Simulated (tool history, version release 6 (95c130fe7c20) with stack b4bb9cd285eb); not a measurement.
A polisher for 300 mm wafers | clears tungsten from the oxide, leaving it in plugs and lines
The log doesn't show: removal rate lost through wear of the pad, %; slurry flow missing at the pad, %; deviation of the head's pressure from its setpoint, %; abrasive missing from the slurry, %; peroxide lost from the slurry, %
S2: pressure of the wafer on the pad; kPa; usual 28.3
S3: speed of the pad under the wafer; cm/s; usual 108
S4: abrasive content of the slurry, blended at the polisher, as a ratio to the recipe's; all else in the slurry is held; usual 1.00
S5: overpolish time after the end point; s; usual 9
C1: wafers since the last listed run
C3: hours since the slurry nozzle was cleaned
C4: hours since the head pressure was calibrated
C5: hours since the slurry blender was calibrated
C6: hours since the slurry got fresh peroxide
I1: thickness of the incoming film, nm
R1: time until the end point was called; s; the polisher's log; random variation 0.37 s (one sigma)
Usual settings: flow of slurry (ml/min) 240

{"run": 1, "hour": 0.0, "flow of slurry (ml/min)": 240, "S2": 28.3, "S3": 108, "S4": 1.0, "S5": 9, "C1": 0, "wafers polished on this pad": 222, "C3": 335.2, "C4": 371.4, "C5": 323.2, "C6": 195.3, "I1": 260.0, "R1": 39.9}
{"run": 2, "hour": 33.0, "flow of slurry (ml/min)": 240, "S2": 30.3, "S3": 108, "S4": 1.0, "S5": 9, "C1": 215, "wafers polished on this pad": 438, "C3": 368.2, "C4": 404.4, "C5": 356.2, "C6": 228.3, "I1": 259.4, "R1": 38.2}
{"run": 3, "hour": 58.2, "flow of slurry (ml/min)": 240, "S2": 28.3, "S3": 108, "S4": 1.0, "S5": 9, "C1": 164, "wafers polished on this pad": 603, "C3": 393.4, "C4": 429.6, "C5": 381.4, "C6": 253.5, "I1": 264.8, "R1": 40.7}
{"run": 4, "hour": 88.5, "flow of slurry (ml/min)": 240, "S2": 28.3, "S3": 108, "S4": 1.0, "S5": 9, "C1": 198, "wafers polished on this pad": 801, "C3": 423.7, "C4": 459.9, "C5": 411.7, "C6": 283.8, "I1": 255.1, "R1": 39.5}
{"hour": 122.6, "done": "slurry tank refilled with fresh slurry and peroxide"}
{"run": 5, "hour": 152.1, "flow of slurry (ml/min)": 240, "S2": 28.3, "S3": 108, "S4": 1.0, "S5": 9, "C1": 409, "wafers polished on this pad": 1210, "C3": 487.3, "C4": 523.5, "C5": 475.3, "C6": 29.5, "I1": 258.2, "R1": 40.4}
{"run": 6, "hour": 179.3, "flow of slurry (ml/min)": 240, "S2": 28.3, "S3": 108, "S4": 1.0, "S5": 12, "C1": 177, "wafers polished on this pad": 1388, "C3": 514.5, "C4": 550.7, "C5": 502.5, "C6": 56.7, "I1": 265.8, "R1": 42.8}
{"hour": 190.2, "done": "slurry blender recalibrated"}
{"run": 7, "hour": 220.9, "flow of slurry (ml/min)": 240, "S2": 28.3, "S3": 108, "S4": 1.0, "S5": 12, "C1": 258, "wafers polished on this pad": 1647, "C3": 556.1, "C4": 592.3, "C5": 30.7, "C6": 98.3, "I1": 259.0, "R1": 42.2}
{"hour": 242.4, "done": "slurry nozzle cleaned"}
{"run": 8, "hour": 262.0, "flow of slurry (ml/min)": 240, "S2": 28.3, "S3": 108, "S4": 1.0, "S5": 12, "C1": 262, "wafers polished on this pad": 1910, "C3": 19.6, "C4": 633.4, "C5": 71.8, "C6": 139.4, "I1": 262.1, "R1": 43.4}
{"hour": 289.2, "done": "worn pad replaced by a new one"}
{"run": 9, "hour": 293.3, "flow of slurry (ml/min)": 240, "S2": 28.3, "S3": 108, "S4": 1.0, "S5": 9, "C1": 178, "wafers polished on this pad": 27, "C3": 50.9, "C4": 664.7, "C5": 103.1, "C6": 170.7, "I1": 264.2, "R1": 40.1}
{"run": 10, "hour": 323.7, "flow of slurry (ml/min)": 240, "S2": 28.3, "S3": 108, "S4": 1.0, "S5": 9, "C1": 198, "wafers polished on this pad": 225, "C3": 81.3, "C4": 695.1, "C5": 133.5, "C6": 201.1, "I1": 254.7, "R1": 39.3}
{"run": 11, "hour": 348.8, "flow of slurry (ml/min)": 265, "S2": 28.3, "S3": 76, "S4": 1.0, "S5": 9, "C1": 164, "wafers polished on this pad": 390, "C3": 106.4, "C4": 720.2, "C5": 158.6, "C6": 226.2, "I1": 259.9, "R1": 57.1}
{"run": 12, "hour": 393.5, "flow of slurry (ml/min)": 240, "S2": 28.3, "S3": 108, "S4": 1.0, "S5": 9, "C1": 292, "wafers polished on this pad": 682, "C3": 151.1, "C4": 764.9, "C5": 203.3, "C6": 270.9, "I1": 259.2, "R1": 41.5}
{"run": 13, "hour": 425.5, "flow of slurry (ml/min)": 210, "S2": 32.4, "S3": 84, "S4": 1.0, "S5": 9, "C1": 209, "wafers polished on this pad": 891, "C3": 183.1, "C4": 796.9, "C5": 235.3, "C6": 302.9, "I1": 259.4, "R1": 50.0}
{"run": 14, "hour": 473.1, "flow of slurry (ml/min)": 240, "S2": 28.3, "S3": 108, "S4": 1.0, "S5": 9, "C1": 311, "wafers polished on this pad": 1202, "C3": 230.7, "C4": 844.5, "C5": 282.9, "C6": 350.5, "I1": 260.6, "R1": 42.6}
{"hour": 507.2, "done": "slurry tank refilled with fresh slurry and peroxide"}
{"run": 15, "hour": 589.3, "flow of slurry (ml/min)": 240, "S2": 21.4, "S3": 142, "S4": 0.75, "S5": 13, "C1": 753, "wafers polished on this pad": 1956, "C3": 346.9, "C4": 960.7, "C5": 399.1, "C6": 82.1, "I1": 261.3, "R1": 43.3}
{"run": 16, "hour": 622.0, "flow of slurry (ml/min)": 325, "S2": 28.3, "S3": 108, "S4": 1.3, "S5": 9, "C1": 213, "wafers polished on this pad": 2170, "C3": 379.6, "C4": 993.4, "C5": 431.8, "C6": 114.8, "I1": 262.6, "R1": 40.9}
{"hour": 641.6, "done": "worn pad replaced by a new one"}
{"hour": 644.4, "done": "slurry blender recalibrated"}
{"hour": 687.7, "done": "head pressure recalibrated"}
{"run": 17, "hour": 688.2, "flow of slurry (ml/min)": 240, "S2": 22.8, "S3": 108, "S4": 1.0, "S5": 9, "C1": 380, "wafers polished on this pad": 278, "C3": 445.8, "C4": 0.5, "C5": 43.8, "C6": 181.0, "I1": 261.3, "R1": 47.1}
{"hour": 770.2, "done": "slurry nozzle cleaned"}
{"hour": 850.8, "done": "slurry tank refilled with fresh slurry and peroxide"}
{"run": 18, "hour": 860.7, "flow of slurry (ml/min)": 240, "S2": 28.3, "S3": 108, "S4": 1.0, "S5": 9, "C1": 1115, "wafers polished on this pad": 1393, "C3": 90.5, "C4": 173.0, "C5": 216.3, "C6": 9.9, "I1": 256.3, "R1": 41.1}
{"run": 19, "hour": 905.2, "flow of slurry (ml/min)": 240, "S2": 28.3, "S3": 70, "S4": 1.0, "S5": 9, "C1": 291, "wafers polished on this pad": 1684, "C3": 135.0, "C4": 217.5, "C5": 260.8, "C6": 54.4, "I1": 258.7, "R1": 65.4}
{"run": 20, "hour": 974.4, "flow of slurry (ml/min)": 240, "S2": 28.3, "S3": 108, "S4": 1.15, "S5": 9, "C1": 452, "wafers polished on this pad": 2137, "C3": 204.2, "C4": 286.7, "C5": 330.0, "C6": 123.6, "I1": 263.9, "R1": 43.6}
{"hour": 983.9, "done": "worn pad replaced by a new one"}
{"run": 21, "hour": 1034.3, "flow of slurry (ml/min)": 240, "S2": 22.8, "S3": 108, "S4": 1.0, "S5": 13, "C1": 365, "wafers polished on this pad": 329, "C3": 264.1, "C4": 346.6, "C5": 389.9, "C6": 183.5, "I1": 265.2, "R1": 47.0}
{"run": 22, "hour": 1105.5, "flow of slurry (ml/min)": 285, "S2": 24.8, "S3": 88, "S4": 1.0, "S5": 12, "C1": 465, "wafers polished on this pad": 795, "C3": 335.3, "C4": 417.8, "C5": 461.1, "C6": 254.7, "I1": 258.7, "R1": 55.0}
{"hour": 1133.5, "done": "slurry blender recalibrated"}
{"run": 23, "hour": 1165.2, "flow of slurry (ml/min)": 300, "S2": 28.3, "S3": 142, "S4": 1.0, "S5": 12, "C1": 377, "wafers polished on this pad": 1172, "C3": 395.0, "C4": 477.5, "C5": 31.7, "C6": 314.4, "I1": 257.6, "R1": 31.9}
{"hour": 1224.3, "done": "slurry tank refilled with fresh slurry and peroxide"}
{"run": 24, "hour": 1236.4, "flow of slurry (ml/min)": 240, "S2": 28.3, "S3": 108, "S4": 1.0, "S5": 5, "C1": 459, "wafers polished on this pad": 1631, "C3": 466.2, "C4": 548.7, "C5": 102.9, "C6": 12.1, "I1": 259.8, "R1": 42.2}
{"run": 25, "hour": 1271.6, "flow of slurry (ml/min)": 265, "S2": 28.3, "S3": 108, "S4": 0.75, "S5": 7, "C1": 230, "wafers polished on this pad": 1861, "C3": 501.4, "C4": 583.9, "C5": 138.1, "C6": 47.3, "I1": 265.4, "R1": 45.9}
{"hour": 1309.6, "done": "slurry nozzle cleaned"}
{"run": 26, "hour": 1310.1, "flow of slurry (ml/min)": 240, "S2": 28.3, "S3": 108, "S4": 0.9, "S5": 9, "C1": 245, "wafers polished on this pad": 2107, "C3": 0.5, "C4": 622.4, "C5": 176.6, "C6": 85.8, "I1": 260.9, "R1": 45.8}
{"run": 27, "hour": 1335.6, "flow of slurry (ml/min)": 240, "S2": 24.8, "S3": 108, "S4": 1.1, "S5": 9, "C1": 166, "wafers polished on this pad": 2273, "C3": 26.0, "C4": 647.9, "C5": 202.1, "C6": 111.3, "I1": 259.3, "R1": 47.4}

3 ways to go on from here, each from the tool as it stands after run 27. What would each give?
{"run": "A", "hour": 1336.0, "flow of slurry (ml/min)": 275, "S2": 28.3, "S3": 108, "S4": 1.0, "S5": 9, "C1": 2, "wafers polished on this pad": 2276, "C3": 26.4, "C4": 648.3, "C5": 202.5, "C6": 111.7, "I1": 261.2, "R1": "?"}
{"run": "B", "hour": 1336.0, "flow of slurry (ml/min)": 240, "S2": 33.8, "S3": 98, "S4": 0.7, "S5": 4, "C1": 2, "wafers polished on this pad": 2276, "C3": 26.4, "C4": 648.3, "C5": 202.5, "C6": 111.7, "I1": 261.2, "R1": "?"}
{"run": "C", "hour": 1336.0, "flow of slurry (ml/min)": 265, "S2": 28.3, "S3": 134, "S4": 0.75, "S5": 5, "C1": 2, "wafers polished on this pad": 2276, "C3": 26.4, "C4": 648.3, "C5": 202.5, "C6": 111.7, "I1": 261.2, "R1": "?"}

run=A R1=44.1
run=B R1=46.6
run=C R1=37.9
Without the tool's hidden state the same runs would have given:
run=A R1=37.1
run=B R1=39.3
run=C R1=32.0
